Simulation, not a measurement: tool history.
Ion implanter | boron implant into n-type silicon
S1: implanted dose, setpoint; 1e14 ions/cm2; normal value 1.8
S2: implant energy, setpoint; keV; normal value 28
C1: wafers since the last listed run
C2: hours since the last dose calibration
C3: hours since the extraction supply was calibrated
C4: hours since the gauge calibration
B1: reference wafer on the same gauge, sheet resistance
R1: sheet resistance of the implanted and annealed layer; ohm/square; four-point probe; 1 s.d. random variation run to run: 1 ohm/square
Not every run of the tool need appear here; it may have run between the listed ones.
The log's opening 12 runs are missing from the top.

run	hour	S1	S2	C1	C2	C3	C4	B1	R1
13	154	1.8	28	388	1429	3209.8	220	412.1	441.72
14	160.7	1.8	28	149	1435.7	3216.5	226.7	411.9	440.89
15	177.7	1.8	28	380	1452.7	3233.5	243.7	412.08	443.66
16	194.1	1.8	28	366	1469.1	3249.9	260.1	411.58	441.58
17	202.8	2.1	28	194	1477.8	3258.6	268.8	411.84	394.66
18	217.2	1.8	28	321	1492.2	3273	283.2	411.96	444.6
19	224.7	1.8	28	167	1499.7	3280.5	290.7	412.59	441.08
# hour 235.5: extraction supply calibrated
20	236	1.33	37	73	1511	0.5	302	411.92	525.16
21	241.6	1.32	21.5	125	1516.6	6.1	307.6	411.86	582.44
22	253.2	1.62	24	259	1528.2	17.7	319.2	412.5	491.31
23	268.1	1.8	19.5	333	1543.1	32.6	334.1	412.29	468.7
24	276.3	1.8	28	183	1551.3	40.8	342.3	412.3	443.27
25	291.1	1.46	36	330	1566.1	55.6	357.1	412.1	496.63
26	304.7	2.13	22	304	1579.7	69.2	370.7	411.69	402.36
27	311.9	1.8	28	160	1586.9	76.4	377.9	412.02	442.3
28	318.5	1.97	28	147	1593.5	83	384.5	411.3	413.88
# hour 338.8: gauge calibrated
# hour 346.7: Faraday cup replaced and dose calibrated
29	359.2	1.52	23	731	12.5	123.7	20.4	412.41	493.41
30	376.4	1.6	18.5	384	29.7	140.9	37.6	412.41	494.01
31	391.3	2.01	21.5	333	44.6	155.8	52.5	412.09	405.03
32	399.3	1.52	35	178	52.6	163.8	60.5	411.92	467.23
33	414.1	2.28	24	330	67.4	178.6	75.3	412.37	362.39
34	423.4	1.8	28	207	76.7	187.9	84.6	411.92	427.13
35	440.9	1.38	34	391	94.2	205.4	102.1	412.25	501.21
36	473.3	1.8	28	724	126.6	237.8	134.5	412.25	428.48
37	483.8	1.8	23	234	137.1	248.3	145	412.28	440.64

What if the next run were any one of these 4? Each begins from the tool's condition after run 37:
A	484.2	1.45	28	8	137.5	248.7	145.4	?	?
B	484.2	2	28	8	137.5	248.7	145.4	?	?
C	484.2	2.25	30.5	8	137.5	248.7	145.4	?	?
D	484.2	2.21	33.5	8	137.5	248.7	145.4	?	?

run	B1	R1
A	411.61	501.1
B	411.61	394.87
C	411.61	357.7
D	411.61	358.22
Without the tool's hidden state the same runs would have given:
run	R1
A	497.79
B	392.21
C	355.29
D	355.85
